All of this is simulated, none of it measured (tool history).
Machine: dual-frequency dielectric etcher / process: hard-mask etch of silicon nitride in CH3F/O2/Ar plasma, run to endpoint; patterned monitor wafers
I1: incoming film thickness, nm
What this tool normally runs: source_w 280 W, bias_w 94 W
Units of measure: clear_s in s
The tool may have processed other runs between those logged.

{"run": 1, "hour": 0.0, "source_w": 240, "bias_w": 104, "I1": 27.38, "clear_s": 41.4}
{"hour": 36.5, "done": "wet clean of the chamber"}
{"run": 2, "hour": 48.7, "source_w": 280, "bias_w": 94, "I1": 27.59, "clear_s": 41.8}
{"run": 3, "hour": 126.8, "source_w": 280, "bias_w": 94, "I1": 27.57, "clear_s": 41.9}
{"run": 4, "hour": 192.9, "source_w": 280, "bias_w": 89, "I1": 27.58, "clear_s": 42.1}
{"run": 5, "hour": 251.5, "source_w": 280, "bias_w": 89, "I1": 27.78, "clear_s": 42.9}
{"run": 6, "hour": 295.4, "source_w": 280, "bias_w": 94, "I1": 27.4, "clear_s": 41.5}
{"hour": 511.9, "done": "wet clean of the chamber"}
{"run": 7, "hour": 583.4, "source_w": 280, "bias_w": 94, "I1": 27.92, "clear_s": 42.4}
{"run": 8, "hour": 673.0, "source_w": 280, "bias_w": 94, "I1": 27.7, "clear_s": 41.9}
{"run": 9, "hour": 731.8, "source_w": 280, "bias_w": 94, "I1": 27.7, "clear_s": 41.7}
{"hour": 742.7, "done": "source power generator calibrated"}
{"hour": 768.1, "done": "bias power generator calibrated"}
{"run": 10, "hour": 826.3, "source_w": 280, "bias_w": 94, "I1": 27.89, "clear_s": 41.8}
{"run": 11, "hour": 899.2, "source_w": 280, "bias_w": 94, "I1": 27.82, "clear_s": 41.5}
{"hour": 968.8, "done": "upper electrode replaced"}
{"run": 12, "hour": 975.0, "source_w": 280, "bias_w": 94, "I1": 27.56, "clear_s": 41.2}
{"hour": 1001.0, "done": "wet clean of the chamber"}
{"run": 13, "hour": 1219.5, "source_w": 280, "bias_w": 94, "I1": 27.9, "clear_s": 42.2}
{"run": 14, "hour": 1272.0, "source_w": 350, "bias_w": 75, "I1": 27.71, "clear_s": 42.3}
{"run": 15, "hour": 1310.0, "source_w": 220, "bias_w": 114, "I1": 27.71, "clear_s": 41.6}
{"run": 16, "hour": 1367.0, "source_w": 280, "bias_w": 94, "I1": 27.2, "clear_s": 41.0}
{"run": 17, "hour": 1426.5, "source_w": 250, "bias_w": 94, "I1": 27.4, "clear_s": 42.7}
{"hour": 1474.8, "done": "wet clean of the chamber"}
{"run": 18, "hour": 1485.7, "source_w": 340, "bias_w": 113, "I1": 27.65, "clear_s": 37.0}
{"run": 19, "hour": 1544.4, "source_w": 280, "bias_w": 94, "I1": 27.52, "clear_s": 41.5}
{"run": 20, "hour": 1592.8, "source_w": 250, "bias_w": 78, "I1": 27.73, "clear_s": 46.1}
{"run": 21, "hour": 1674.8, "source_w": 250, "bias_w": 71, "I1": 27.71, "clear_s": 47.7}
{"run": 22, "hour": 1744.2, "source_w": 230, "bias_w": 116, "I1": 27.54, "clear_s": 40.6}
{"run": 23, "hour": 1808.0, "source_w": 280, "bias_w": 94, "I1": 27.86, "clear_s": 42.2}
{"run": 24, "hour": 1876.6, "source_w": 280, "bias_w": 94, "I1": 27.3, "clear_s": 41.0}

Run 25 is up next; what results do you expect?
{"hour": 1912.4, "done": "wet clean of the chamber"}
{"run": 25, "hour": 1937.1, "source_w": 280, "bias_w": 94, "I1": 27.6, "clear_s": "?"}

{"run 25": {"clear_s": 41.6}}
Had the tool carried no hidden state, the very same run would have given clear_s 40.8 s.
